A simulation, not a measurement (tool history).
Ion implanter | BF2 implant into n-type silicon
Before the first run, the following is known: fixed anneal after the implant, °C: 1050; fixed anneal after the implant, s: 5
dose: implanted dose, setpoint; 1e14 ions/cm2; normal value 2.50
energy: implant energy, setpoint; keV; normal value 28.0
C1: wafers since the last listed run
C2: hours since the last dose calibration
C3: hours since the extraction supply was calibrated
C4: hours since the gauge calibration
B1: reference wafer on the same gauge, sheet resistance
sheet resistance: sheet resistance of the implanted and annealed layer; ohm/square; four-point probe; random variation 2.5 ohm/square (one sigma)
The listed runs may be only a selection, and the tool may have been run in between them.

{"run": 1, "hour": 0.0, "dose": 2.5, "energy": 28.0, "C1": 0, "C2": 73.9, "C3": 2638.3, "C4": 198.0, "B1": 404.1, "sheet resistance": 430.93}
{"run": 2, "hour": 25.4, "dose": 2.5, "energy": 28.0, "C1": 365, "C2": 99.3, "C3": 2663.7, "C4": 223.4, "B1": 404.41, "sheet resistance": 438.15}
{"run": 3, "hour": 59.3, "dose": 2.5, "energy": 30.0, "C1": 487, "C2": 133.2, "C3": 2697.6, "C4": 257.3, "B1": 404.32, "sheet resistance": 430.88}
{"run": 4, "hour": 95.0, "dose": 2.5, "energy": 28.0, "C1": 513, "C2": 168.9, "C3": 2733.3, "C4": 293.0, "B1": 404.36, "sheet resistance": 433.84}
{"run": 5, "hour": 121.7, "dose": 2.5, "energy": 28.0, "C1": 384, "C2": 195.6, "C3": 2760.0, "C4": 319.7, "B1": 404.14, "sheet resistance": 437.32}
{"run": 6, "hour": 134.0, "dose": 2.5, "energy": 28.0, "C1": 176, "C2": 207.9, "C3": 2772.3, "C4": 332.0, "B1": 404.32, "sheet resistance": 437.65}
{"run": 7, "hour": 157.7, "dose": 2.1, "energy": 28.0, "C1": 340, "C2": 231.6, "C3": 2796.0, "C4": 355.7, "B1": 403.85, "sheet resistance": 499.32}
{"run": 8, "hour": 190.4, "dose": 2.8, "energy": 28.0, "C1": 470, "C2": 264.3, "C3": 2828.7, "C4": 388.4, "B1": 404.26, "sheet resistance": 390.71}
{"run": 9, "hour": 224.1, "dose": 2.8, "energy": 28.0, "C1": 484, "C2": 298.0, "C3": 2862.4, "C4": 422.1, "B1": 404.25, "sheet resistance": 387.8}
{"run": 10, "hour": 245.9, "dose": 2.8, "energy": 28.0, "C1": 313, "C2": 319.8, "C3": 2884.2, "C4": 443.9, "B1": 404.33, "sheet resistance": 393.22}
{"run": 11, "hour": 280.4, "dose": 2.5, "energy": 28.0, "C1": 496, "C2": 354.3, "C3": 2918.7, "C4": 478.4, "B1": 404.07, "sheet resistance": 434.22}
{"hour": 289.5, "done": "extraction supply calibrated"}
{"run": 12, "hour": 302.8, "dose": 2.5, "energy": 28.0, "C1": 207, "C2": 376.7, "C3": 13.3, "C4": 500.8, "B1": 403.97, "sheet resistance": 430.91}
{"run": 13, "hour": 371.3, "dose": 2.5, "energy": 28.0, "C1": 985, "C2": 445.2, "C3": 81.8, "C4": 569.3, "B1": 404.01, "sheet resistance": 433.3}
{"run": 14, "hour": 396.9, "dose": 2.5, "energy": 28.0, "C1": 368, "C2": 470.8, "C3": 107.4, "C4": 594.9, "B1": 404.09, "sheet resistance": 436.77}
{"run": 15, "hour": 423.4, "dose": 2.5, "energy": 28.0, "C1": 381, "C2": 497.3, "C3": 133.9, "C4": 621.4, "B1": 403.79, "sheet resistance": 431.83}
{"run": 16, "hour": 454.1, "dose": 2.5, "energy": 28.0, "C1": 441, "C2": 528.0, "C3": 164.6, "C4": 652.1, "B1": 404.03, "sheet resistance": 431.09}
{"run": 17, "hour": 473.2, "dose": 2.75, "energy": 33.5, "C1": 274, "C2": 547.1, "C3": 183.7, "C4": 671.2, "B1": 403.76, "sheet resistance": 391.16}
{"run": 18, "hour": 504.3, "dose": 2.5, "energy": 38.0, "C1": 447, "C2": 578.2, "C3": 214.8, "C4": 702.3, "B1": 403.8, "sheet resistance": 420.23}
{"run": 19, "hour": 538.4, "dose": 2.26, "energy": 19.5, "C1": 490, "C2": 612.3, "C3": 248.9, "C4": 736.4, "B1": 404.32, "sheet resistance": 492.2}
{"run": 20, "hour": 550.7, "dose": 2.5, "energy": 34.5, "C1": 176, "C2": 624.6, "C3": 261.2, "C4": 748.7, "B1": 403.92, "sheet resistance": 420.63}
{"run": 21, "hour": 563.8, "dose": 2.04, "energy": 22.0, "C1": 188, "C2": 637.7, "C3": 274.3, "C4": 761.8, "B1": 404.06, "sheet resistance": 531.34}
{"hour": 575.7, "done": "Faraday cup replaced and dose calibrated"}
{"run": 22, "hour": 578.7, "dose": 2.26, "energy": 19.5, "C1": 99, "C2": 3.0, "C3": 289.2, "C4": 776.7, "B1": 403.59, "sheet resistance": 493.96}
{"run": 23, "hour": 602.6, "dose": 2.5, "energy": 28.0, "C1": 343, "C2": 26.9, "C3": 313.1, "C4": 800.6, "B1": 404.12, "sheet resistance": 433.37}
{"run": 24, "hour": 628.1, "dose": 2.96, "energy": 28.0, "C1": 366, "C2": 52.4, "C3": 338.6, "C4": 826.1, "B1": 404.13, "sheet resistance": 373.82}
{"run": 25, "hour": 643.0, "dose": 2.69, "energy": 19.5, "C1": 214, "C2": 67.3, "C3": 353.5, "C4": 841.0, "B1": 404.0, "sheet resistance": 425.35}
{"hour": 653.0, "done": "gauge calibrated"}
{"run": 26, "hour": 664.1, "dose": 2.5, "energy": 28.0, "C1": 303, "C2": 88.4, "C3": 374.6, "C4": 11.1, "B1": 403.9, "sheet resistance": 435.59}
{"run": 27, "hour": 684.7, "dose": 1.99, "energy": 18.5, "C1": 296, "C2": 109.0, "C3": 395.2, "C4": 31.7, "B1": 404.2, "sheet resistance": 547.23}
{"run": 28, "hour": 698.0, "dose": 2.15, "energy": 28.0, "C1": 191, "C2": 122.3, "C3": 408.5, "C4": 45.0, "B1": 404.25, "sheet resistance": 487.7}
{"run": 29, "hour": 731.1, "dose": 2.5, "energy": 28.0, "C1": 476, "C2": 155.4, "C3": 441.6, "C4": 78.1, "B1": 404.33, "sheet resistance": 436.83}
{"run": 30, "hour": 810.0, "dose": 2.5, "energy": 28.0, "C1": 1134, "C2": 234.3, "C3": 520.5, "C4": 157.0, "B1": 403.65, "sheet resistance": 435.97}
{"run": 31, "hour": 824.9, "dose": 3.0, "energy": 28.0, "C1": 214, "C2": 249.2, "C3": 535.4, "C4": 171.9, "B1": 404.2, "sheet resistance": 372.5}
{"run": 32, "hour": 912.0, "dose": 2.18, "energy": 23.0, "C1": 1252, "C2": 336.3, "C3": 622.5, "C4": 259.0, "B1": 403.85, "sheet resistance": 496.81}
{"run": 33, "hour": 937.7, "dose": 2.74, "energy": 24.5, "C1": 369, "C2": 362.0, "C3": 648.2, "C4": 284.7, "B1": 404.0, "sheet resistance": 406.16}

Give the tool's hidden conditions for every run:
deviation of the true dose from the Faraday cup's reading, %: 0 across all the runs
deviation of the true energy from its setpoint, %: 0 across all the runs
gauge reads high (%): 0 across all the runs
